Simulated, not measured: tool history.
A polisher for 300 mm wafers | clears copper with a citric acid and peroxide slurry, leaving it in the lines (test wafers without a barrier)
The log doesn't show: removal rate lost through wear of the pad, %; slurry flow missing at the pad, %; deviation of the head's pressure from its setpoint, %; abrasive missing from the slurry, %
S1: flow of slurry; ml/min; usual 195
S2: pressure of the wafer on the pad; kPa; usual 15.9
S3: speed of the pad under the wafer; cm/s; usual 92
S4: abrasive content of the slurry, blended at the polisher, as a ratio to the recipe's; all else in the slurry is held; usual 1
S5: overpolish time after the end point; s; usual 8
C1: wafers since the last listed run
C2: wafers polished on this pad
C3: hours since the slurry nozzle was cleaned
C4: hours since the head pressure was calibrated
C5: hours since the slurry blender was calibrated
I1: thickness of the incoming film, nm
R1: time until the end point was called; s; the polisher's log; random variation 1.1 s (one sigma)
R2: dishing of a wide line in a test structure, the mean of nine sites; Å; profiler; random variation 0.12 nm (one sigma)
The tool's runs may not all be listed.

run,hour,S1,S2,S3,S4,S5,C1,C2,C3,C4,C5,I1,R1,R2
1,0,195,15.9,68,0.85,8,0,51,693.7,60.7,428.2,112.3,93,69
# hour 42.9: slurry nozzle cleaned
2,96.8,195,15.9,92,1,8,681,732,53.9,157.5,525,109.8,63.9,97
3,154.1,155,15.9,92,1,8,407,1140,111.2,214.8,582.3,109.8,68.3,94
# hour 187.6: slurry blender recalibrated
4,222.4,155,15.9,92,1,8,471,1612,179.5,283.1,34.8,107.9,63,92
5,315.4,155,15.9,92,1,8,661,2273,272.5,376.1,127.8,110.9,67.4,93
6,366.9,195,15.9,92,1.2,8,366,2639,324,427.6,179.3,111.7,65.7,98
7,427.4,195,17.9,92,1,8,430,3070,384.5,488.1,239.8,110.6,57.4,108
8,485.1,195,15.9,92,1,8,410,3480,442.2,545.8,297.5,109.7,65.1,98
9,537.5,195,15.9,92,1,8,372,3853,494.6,598.2,349.9,109.1,63.7,98
10,602.8,150,13.8,110,1,8,464,4318,559.9,663.5,415.2,108.7,63.5,101
# hour 636.4: slurry nozzle cleaned
11,661.4,195,18.6,92,1,5,409,4727,25,722.1,473.8,109.6,51.7,79
12,702.3,195,11,100,1.25,4,290,5018,65.9,763,514.7,109,74.3,44
# hour 749.4: worn pad replaced by a new one
13,749.9,130,11,92,1.2,8,310,3,113.5,810.6,562.3,109.6,84.3,75
# hour 820.6: slurry blender recalibrated
14,840.9,195,15.9,92,1,8,633,636,204.5,901.6,20.3,108.1,57.9,103
# hour 897.7: head pressure recalibrated
15,901.5,195,15.9,92,1,8,416,1053,265.1,3.8,80.9,110.1,66.5,94
16,976.4,195,15.9,92,1,4,532,1586,340,78.7,155.8,108.9,64.9,49
17,1072.7,195,15.9,74,1,4,685,2271,436.3,175,252.1,111.6,86,40
18,1149.3,195,17.9,92,0.8,8,544,2816,512.9,251.6,328.7,109.4,63.1,99
# hour 1229.2: slurry nozzle cleaned
19,1364.4,195,15.9,92,1,6,1523,4339,135.2,466.7,543.8,110,63.8,75
# hour 1382.9: slurry blender recalibrated
# hour 1387.9: worn pad replaced by a new one
20,1447,195,15.9,92,1,8,544,420,217.8,549.3,64.1,110,63.3,97
21,1502.2,240,11.7,92,1.15,10,392,813,273,604.5,119.3,108.7,78.1,98
22,1596.5,195,18.6,92,1,8,670,1483,367.3,698.8,213.6,110.1,56.2,112

Run 23 comes next. What will it give?
# hour 1672.2: head pressure recalibrated
23,1694.8,215,15.9,92,1.2,3,685,2169,465.6,22.6,311.9,109.8,?,?

Run 23 gave R1 68.6 s, R2 38 Å.
Without the tool's hidden state the same run would have given R1 64.5 s, R2 40 Å.
